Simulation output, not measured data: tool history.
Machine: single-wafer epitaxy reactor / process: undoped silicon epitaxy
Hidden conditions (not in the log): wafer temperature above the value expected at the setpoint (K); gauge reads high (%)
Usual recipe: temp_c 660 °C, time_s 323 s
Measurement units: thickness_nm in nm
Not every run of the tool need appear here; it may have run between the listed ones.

run	hour	temp_c	time_s	wafers since the last listed run	hours since the last pyrometer calibration	hours since the gauge calibration	read-back reference wafer on the same gauge, thickness_nm	thickness_nm
1	0	648	285	0	1145.4	197.1	70.963	41.8
2	17.3	648	285	106	1162.7	214.4	71.049	42.166
3	36.7	660	323	119	1182.1	233.8	71.038	59.857
4	71.6	651	323	214	1217	268.7	70.999	50.118
5	101.6	651	323	184	1247	298.7	71.002	50.512
6	132.4	651	323	189	1277.8	329.5	70.902	50.255
7	152.8	660	323	125	1298.2	349.9	71.027	59.629
8	186.2	660	323	205	1331.6	383.3	70.962	59.775
# hour 196.6: gauge calibrated
9	212.7	660	323	162	1358.1	16.1	70.965	59.863
10	236.6	660	380	146	1382	40	70.927	70.33
11	253.5	667	262	103	1398.9	56.9	70.878	55.238
12	283.1	660	323	181	1428.5	86.5	70.998	59.774
# hour 352.9: pyrometer calibrated
13	385.9	673	377	582	33	189.3	71.033	109.822
14	417.3	674	380	192	64.4	220.7	71.135	113.171
# hour 437.7: pyrometer calibrated, repeated, since the last time left the tool worse
15	439.1	652	323	84	1.4	242.5	71.102	56.031
16	469.2	665	360	184	31.5	272.6	70.976	79.061
17	483.4	673	323	87	45.7	286.8	70.934	82.142
18	503	651	323	120	65.3	306.4	70.963	54.777
19	535.7	660	357	200	98	339.1	70.984	71.33

Across each entry between runs, compare the hidden state at the last listed run before it with the hidden state at the first listed run after it:
After run 8, before run 9: gauge calibrated (hour 196.6)
  wafer temperature above the value expected at the setpoint (K): -4.17 -> -4.19
  measured value less the no-hidden-state value, thickness_nm: -4.884 -> -4.916 nm
After run 12, before run 13: pyrometer calibrated (hour 352.9)
  wafer temperature above the value expected at the setpoint (K): -4.24 -> 7.55
  measured value less the no-hidden-state value, thickness_nm: -4.97 -> +14.087 nm
After run 14, before run 15: pyrometer calibrated, repeated, since the last time left the tool worse (hour 437.7)
  wafer temperature above the value expected at the setpoint (K): 7.31 -> 0.33
  measured value less the no-hidden-state value, thickness_nm: +14.058 -> +0.351 nm
